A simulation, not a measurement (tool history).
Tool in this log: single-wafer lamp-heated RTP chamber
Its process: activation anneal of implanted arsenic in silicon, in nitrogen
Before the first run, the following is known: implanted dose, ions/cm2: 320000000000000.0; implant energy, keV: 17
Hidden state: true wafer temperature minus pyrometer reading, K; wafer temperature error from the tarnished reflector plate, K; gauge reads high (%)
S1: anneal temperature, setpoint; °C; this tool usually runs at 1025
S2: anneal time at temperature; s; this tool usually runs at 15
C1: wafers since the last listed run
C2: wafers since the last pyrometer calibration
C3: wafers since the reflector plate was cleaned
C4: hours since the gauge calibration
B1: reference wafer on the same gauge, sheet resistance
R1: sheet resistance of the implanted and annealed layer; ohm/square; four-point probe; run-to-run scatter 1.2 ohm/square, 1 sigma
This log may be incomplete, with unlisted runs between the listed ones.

{"run": 1, "hour": 0.0, "S1": 1025, "S2": 15, "C1": 0, "C2": 3261, "C3": 4860, "C4": 712.5, "B1": 268.74, "R1": 279.18}
{"run": 2, "hour": 32.9, "S1": 1025, "S2": 15, "C1": 405, "C2": 3667, "C3": 5266, "C4": 745.4, "B1": 268.93, "R1": 278.67}
{"hour": 60.1, "done": "reflector plate cleaned"}
{"run": 3, "hour": 91.1, "S1": 1025, "S2": 15, "C1": 618, "C2": 4286, "C3": 382, "C4": 803.6, "B1": 270.0, "R1": 278.3}
{"run": 4, "hour": 122.0, "S1": 1025, "S2": 15, "C1": 380, "C2": 4667, "C3": 763, "C4": 834.5, "B1": 270.38, "R1": 280.25}
{"run": 5, "hour": 161.3, "S1": 1025, "S2": 15, "C1": 484, "C2": 5151, "C3": 1247, "C4": 873.8, "B1": 270.91, "R1": 281.25}
{"run": 6, "hour": 208.9, "S1": 1025, "S2": 15, "C1": 586, "C2": 5738, "C3": 1834, "C4": 921.4, "B1": 271.55, "R1": 280.45}
{"hour": 226.3, "done": "pyrometer window cleaned and pyrometer calibrated"}
{"run": 7, "hour": 241.9, "S1": 1025, "S2": 15, "C1": 308, "C2": 191, "C3": 2142, "C4": 954.4, "B1": 272.51, "R1": 283.93}
{"run": 8, "hour": 300.1, "S1": 1025, "S2": 15, "C1": 717, "C2": 909, "C3": 2859, "C4": 1012.6, "B1": 273.0, "R1": 281.59}
{"run": 9, "hour": 345.0, "S1": 1025, "S2": 15, "C1": 553, "C2": 1462, "C3": 3413, "C4": 1057.5, "B1": 274.21, "R1": 283.39}
{"run": 10, "hour": 401.5, "S1": 1025, "S2": 15, "C1": 696, "C2": 2159, "C3": 4109, "C4": 1114.0, "B1": 275.13, "R1": 284.27}
{"run": 11, "hour": 448.7, "S1": 1025, "S2": 15, "C1": 581, "C2": 2741, "C3": 4691, "C4": 1161.2, "B1": 275.83, "R1": 284.6}
{"hour": 481.0, "done": "reflector plate cleaned"}
{"run": 12, "hour": 512.7, "S1": 1025, "S2": 15, "C1": 690, "C2": 3431, "C3": 390, "C4": 1225.2, "B1": 277.09, "R1": 288.16}
{"run": 13, "hour": 548.9, "S1": 1025, "S2": 15, "C1": 446, "C2": 3877, "C3": 836, "C4": 1261.4, "B1": 278.03, "R1": 287.67}
{"run": 14, "hour": 580.0, "S1": 1025, "S2": 15, "C1": 383, "C2": 4261, "C3": 1219, "C4": 1292.5, "B1": 278.45, "R1": 290.27}
{"hour": 619.3, "done": "gauge calibrated"}
{"run": 15, "hour": 629.6, "S1": 1025, "S2": 15, "C1": 611, "C2": 4872, "C3": 1831, "C4": 10.3, "B1": 265.7, "R1": 275.97}
{"run": 16, "hour": 676.9, "S1": 1025, "S2": 8, "C1": 583, "C2": 5455, "C3": 2414, "C4": 57.6, "B1": 265.86, "R1": 279.01}
{"hour": 688.5, "done": "pyrometer window cleaned and pyrometer calibrated"}
{"run": 17, "hour": 746.8, "S1": 1036, "S2": 23, "C1": 763, "C2": 718, "C3": 3177, "C4": 127.5, "B1": 265.93, "R1": 270.08}
{"run": 18, "hour": 800.1, "S1": 997, "S2": 12, "C1": 657, "C2": 1376, "C3": 3834, "C4": 180.8, "B1": 265.98, "R1": 282.06}
{"run": 19, "hour": 866.6, "S1": 1001, "S2": 7, "C1": 819, "C2": 2195, "C3": 4654, "C4": 247.3, "B1": 266.57, "R1": 284.63}
{"hour": 945.5, "done": "reflector plate cleaned"}
{"run": 20, "hour": 946.0, "S1": 1052, "S2": 10, "C1": 880, "C2": 3075, "C3": 5, "C4": 326.7, "B1": 266.69, "R1": 274.44}
{"run": 21, "hour": 972.0, "S1": 1010, "S2": 23, "C1": 320, "C2": 3396, "C3": 326, "C4": 352.7, "B1": 266.92, "R1": 277.14}
{"run": 22, "hour": 1026.8, "S1": 1038, "S2": 8, "C1": 675, "C2": 4072, "C3": 1001, "C4": 407.5, "B1": 267.23, "R1": 281.04}

Entry by entry between the runs, the difference in hidden state between the last listed run before and the first listed run after:
After run 2, before run 3: reflector plate cleaned (hour 60.1)
  gauge reads high (%): 1.57 -> 1.86
  measured result minus the result with no hidden state, R1: +4.30 -> +5.07 ohm/square
After run 6, before run 7: pyrometer window cleaned and pyrometer calibrated (hour 226.3)
  gauge reads high (%): 2.51 -> 2.71
  measured result minus the result with no hidden state, R1: +6.87 -> +7.50 ohm/square
After run 11, before run 12: reflector plate cleaned (hour 481.0)
  gauge reads high (%): 4.12 -> 4.62
  measured result minus the result with no hidden state, R1: +11.27 -> +12.71 ohm/square
After run 14, before run 15: gauge calibrated (hour 619.3)
  gauge reads high (%): 5.16 -> 0.303
  measured result minus the result with no hidden state, R1: +14.25 -> +0.84 ohm/square
After run 16, before run 17: pyrometer window cleaned and pyrometer calibrated (hour 688.5)
  gauge reads high (%): 0.313 -> 0.355
  measured result minus the result with no hidden state, R1: +0.87 -> +0.96 ohm/square
After run 19, before run 20: reflector plate cleaned (hour 945.5)
  gauge reads high (%): 0.5 -> 0.647
  measured result minus the result with no hidden state, R1: +1.41 -> +1.76 ohm/square

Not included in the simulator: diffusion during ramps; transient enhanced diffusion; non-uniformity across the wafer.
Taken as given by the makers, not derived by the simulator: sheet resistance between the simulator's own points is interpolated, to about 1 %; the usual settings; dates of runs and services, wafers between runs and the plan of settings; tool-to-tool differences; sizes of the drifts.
